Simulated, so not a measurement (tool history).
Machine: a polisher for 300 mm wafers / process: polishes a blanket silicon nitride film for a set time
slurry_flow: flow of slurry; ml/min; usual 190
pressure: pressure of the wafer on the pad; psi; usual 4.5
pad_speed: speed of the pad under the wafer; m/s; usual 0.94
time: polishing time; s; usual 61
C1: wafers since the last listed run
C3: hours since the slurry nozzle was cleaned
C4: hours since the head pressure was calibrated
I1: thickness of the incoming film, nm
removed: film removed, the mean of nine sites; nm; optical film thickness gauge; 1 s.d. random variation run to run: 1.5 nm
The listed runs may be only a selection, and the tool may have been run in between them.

run 1 hour=0.0 | slurry_flow=190 pressure=4.5 pad_speed=1.16 time=61 | C1=0 wafers_polished_on_this_pad=1074 C3=142.8 C4=1397.8 | I1=359.6 | removed=125.1
-- hour=13.0 worn pad replaced by a new one
run 2 hour=53.1 | slurry_flow=190 pressure=4.5 pad_speed=0.94 time=61 | C1=625 wafers_polished_on_this_pad=510 C3=195.9 C4=1450.9 | I1=367.0 | removed=114.5
run 3 hour=67.6 | slurry_flow=190 pressure=4.5 pad_speed=0.94 time=61 | C1=184 wafers_polished_on_this_pad=694 C3=210.4 C4=1465.4 | I1=363.2 | removed=113.5
run 4 hour=79.8 | slurry_flow=190 pressure=4.5 pad_speed=0.94 time=61 | C1=155 wafers_polished_on_this_pad=850 C3=222.6 C4=1477.6 | I1=359.4 | removed=109.4
run 5 hour=91.1 | slurry_flow=205 pressure=4.5 pad_speed=0.94 time=61 | C1=143 wafers_polished_on_this_pad=994 C3=233.9 C4=1488.9 | I1=361.3 | removed=107.3
run 6 hour=101.1 | slurry_flow=205 pressure=4.5 pad_speed=0.94 time=61 | C1=127 wafers_polished_on_this_pad=1121 C3=243.9 C4=1498.9 | I1=358.9 | removed=102.1
-- hour=120.6 worn pad replaced by a new one
run 7 hour=121.1 | slurry_flow=190 pressure=4.5 pad_speed=0.86 time=61 | C1=203 wafers_polished_on_this_pad=6 C3=263.9 C4=1518.9 | I1=355.6 | removed=104.3
run 8 hour=125.5 | slurry_flow=190 pressure=4.5 pad_speed=0.86 time=61 | C1=56 wafers_polished_on_this_pad=62 C3=268.3 C4=1523.3 | I1=360.9 | removed=108.2
run 9 hour=137.6 | slurry_flow=190 pressure=4.5 pad_speed=0.86 time=61 | C1=154 wafers_polished_on_this_pad=216 C3=280.4 C4=1535.4 | I1=364.1 | removed=105.3
run 10 hour=147.2 | slurry_flow=225 pressure=4.5 pad_speed=0.94 time=50 | C1=122 wafers_polished_on_this_pad=338 C3=290.0 C4=1545.0 | I1=361.5 | removed=93.4
run 11 hour=154.7 | slurry_flow=225 pressure=4.5 pad_speed=0.94 time=50 | C1=95 wafers_polished_on_this_pad=434 C3=297.5 C4=1552.5 | I1=364.4 | removed=95.4
run 12 hour=161.5 | slurry_flow=190 pressure=4.5 pad_speed=0.94 time=61 | C1=86 wafers_polished_on_this_pad=520 C3=304.3 C4=1559.3 | I1=353.5 | removed=112.8
run 13 hour=173.9 | slurry_flow=190 pressure=4.5 pad_speed=0.94 time=61 | C1=157 wafers_polished_on_this_pad=678 C3=316.7 C4=1571.7 | I1=364.9 | removed=109.0
run 14 hour=182.4 | slurry_flow=190 pressure=4.5 pad_speed=0.94 time=61 | C1=108 wafers_polished_on_this_pad=787 C3=325.2 C4=1580.2 | I1=355.0 | removed=112.4
run 15 hour=192.1 | slurry_flow=190 pressure=4.5 pad_speed=0.94 time=61 | C1=123 wafers_polished_on_this_pad=910 C3=334.9 C4=1589.9 | I1=359.5 | removed=107.3
run 16 hour=209.5 | slurry_flow=190 pressure=4.5 pad_speed=0.94 time=61 | C1=221 wafers_polished_on_this_pad=1132 C3=352.3 C4=1607.3 | I1=357.6 | removed=102.4
-- hour=225.2 worn pad replaced by a new one
run 17 hour=225.7 | slurry_flow=190 pressure=4.5 pad_speed=0.94 time=61 | C1=155 wafers_polished_on_this_pad=6 C3=368.5 C4=1623.5 | I1=355.6 | removed=116.0
run 18 hour=231.7 | slurry_flow=190 pressure=4.5 pad_speed=0.94 time=61 | C1=76 wafers_polished_on_this_pad=82 C3=374.5 C4=1629.5 | I1=357.8 | removed=118.6
run 19 hour=248.5 | slurry_flow=130 pressure=3.6 pad_speed=1.10 time=61 | C1=213 wafers_polished_on_this_pad=296 C3=391.3 C4=1646.3 | I1=356.0 | removed=100.8
run 20 hour=255.0 | slurry_flow=190 pressure=4.5 pad_speed=1.04 time=42 | C1=82 wafers_polished_on_this_pad=379 C3=397.8 C4=1652.8 | I1=360.9 | removed=84.9
-- hour=268.8 head pressure recalibrated
run 21 hour=271.6 | slurry_flow=150 pressure=3.3 pad_speed=1.14 time=41 | C1=185 wafers_polished_on_this_pad=565 C3=414.4 C4=2.8 | I1=360.8 | removed=62.7
run 22 hour=284.2 | slurry_flow=170 pressure=4.5 pad_speed=0.94 time=61 | C1=160 wafers_polished_on_this_pad=725 C3=427.0 C4=15.4 | I1=363.9 | removed=110.7
-- hour=296.8 slurry nozzle cleaned
run 23 hour=298.8 | slurry_flow=150 pressure=4.9 pad_speed=1.20 time=61 | C1=173 wafers_polished_on_this_pad=898 C3=2.0 C4=30.0 | I1=363.4 | removed=139.4
run 24 hour=308.1 | slurry_flow=190 pressure=3.5 pad_speed=1.04 time=61 | C1=118 wafers_polished_on_this_pad=1017 C3=11.3 C4=39.3 | I1=354.2 | removed=90.1
-- hour=320.1 worn pad replaced by a new one
run 25 hour=325.2 | slurry_flow=190 pressure=4.5 pad_speed=0.94 time=61 | C1=166 wafers_polished_on_this_pad=64 C3=28.4 C4=56.4 | I1=364.1 | removed=114.6
run 26 hour=349.0 | slurry_flow=190 pressure=4.5 pad_speed=0.94 time=61 | C1=303 wafers_polished_on_this_pad=367 C3=52.2 C4=80.2 | I1=358.5 | removed=114.0
run 27 hour=363.2 | slurry_flow=190 pressure=3.5 pad_speed=0.74 time=61 | C1=180 wafers_polished_on_this_pad=548 C3=66.4 C4=94.4 | I1=353.8 | removed=72.0
run 28 hour=377.3 | slurry_flow=215 pressure=3.4 pad_speed=0.94 time=53 | C1=179 wafers_polished_on_this_pad=728 C3=80.5 C4=108.5 | I1=357.7 | removed=73.7
run 29 hour=384.6 | slurry_flow=190 pressure=4.5 pad_speed=0.94 time=61 | C1=92 wafers_polished_on_this_pad=821 C3=87.8 C4=115.8 | I1=359.1 | removed=109.7
run 30 hour=401.6 | slurry_flow=190 pressure=5.8 pad_speed=0.94 time=61 | C1=216 wafers_polished_on_this_pad=1037 C3=104.8 C4=132.8 | I1=360.2 | removed=141.2
-- hour=409.4 worn pad replaced by a new one
run 31 hour=419.3 | slurry_flow=190 pressure=4.5 pad_speed=1.06 time=61 | C1=174 wafers_polished_on_this_pad=126 C3=122.5 C4=150.5 | I1=356.8 | removed=125.4
run 32 hour=426.0 | slurry_flow=190 pressure=3.3 pad_speed=0.94 time=61 | C1=85 wafers_polished_on_this_pad=211 C3=129.2 C4=157.2 | I1=356.8 | removed=85.6
run 33 hour=442.5 | slurry_flow=215 pressure=4.5 pad_speed=0.80 time=61 | C1=210 wafers_polished_on_this_pad=422 C3=145.7 C4=173.7 | I1=361.5 | removed=102.8
run 34 hour=451.3 | slurry_flow=215 pressure=4.5 pad_speed=0.80 time=61 | C1=112 wafers_polished_on_this_pad=534 C3=154.5 C4=182.5 | I1=359.5 | removed=100.7
run 35 hour=461.6 | slurry_flow=160 pressure=4.5 pad_speed=0.86 time=61 | C1=131 wafers_polished_on_this_pad=665 C3=164.8 C4=192.8 | I1=361.3 | removed=101.0
run 36 hour=477.1 | slurry_flow=240 pressure=4.5 pad_speed=0.64 time=79 | C1=197 wafers_polished_on_this_pad=862 C3=180.3 C4=208.3 | I1=363.3 | removed=105.2
run 37 hour=487.1 | slurry_flow=190 pressure=5.4 pad_speed=0.94 time=61 | C1=127 wafers_polished_on_this_pad=989 C3=190.3 C4=218.3 | I1=359.5 | removed=129.8

Below are 3 alternative next runs, each starting from the tool's condition after run 37. Predict each:
run A hour=487.5 | slurry_flow=145 pressure=4.5 pad_speed=0.94 time=61 | C1=5 wafers_polished_on_this_pad=995 C3=190.7 C4=218.7 | I1=366.4 | removed=?
run B hour=487.5 | slurry_flow=230 pressure=4.5 pad_speed=1.14 time=46 | C1=5 wafers_polished_on_this_pad=995 C3=190.7 C4=218.7 | I1=366.4 | removed=?
run C hour=487.5 | slurry_flow=190 pressure=3.2 pad_speed=0.80 time=77 | C1=5 wafers_polished_on_this_pad=995 C3=190.7 C4=218.7 | I1=366.4 | removed=?

run=A removed=103.6
run=B removed=95.3
run=C removed=84.0
With no hidden state in the tool, these same runs would have given:
run=A removed=113.5
run=B removed=104.4
run=C removed=92.0

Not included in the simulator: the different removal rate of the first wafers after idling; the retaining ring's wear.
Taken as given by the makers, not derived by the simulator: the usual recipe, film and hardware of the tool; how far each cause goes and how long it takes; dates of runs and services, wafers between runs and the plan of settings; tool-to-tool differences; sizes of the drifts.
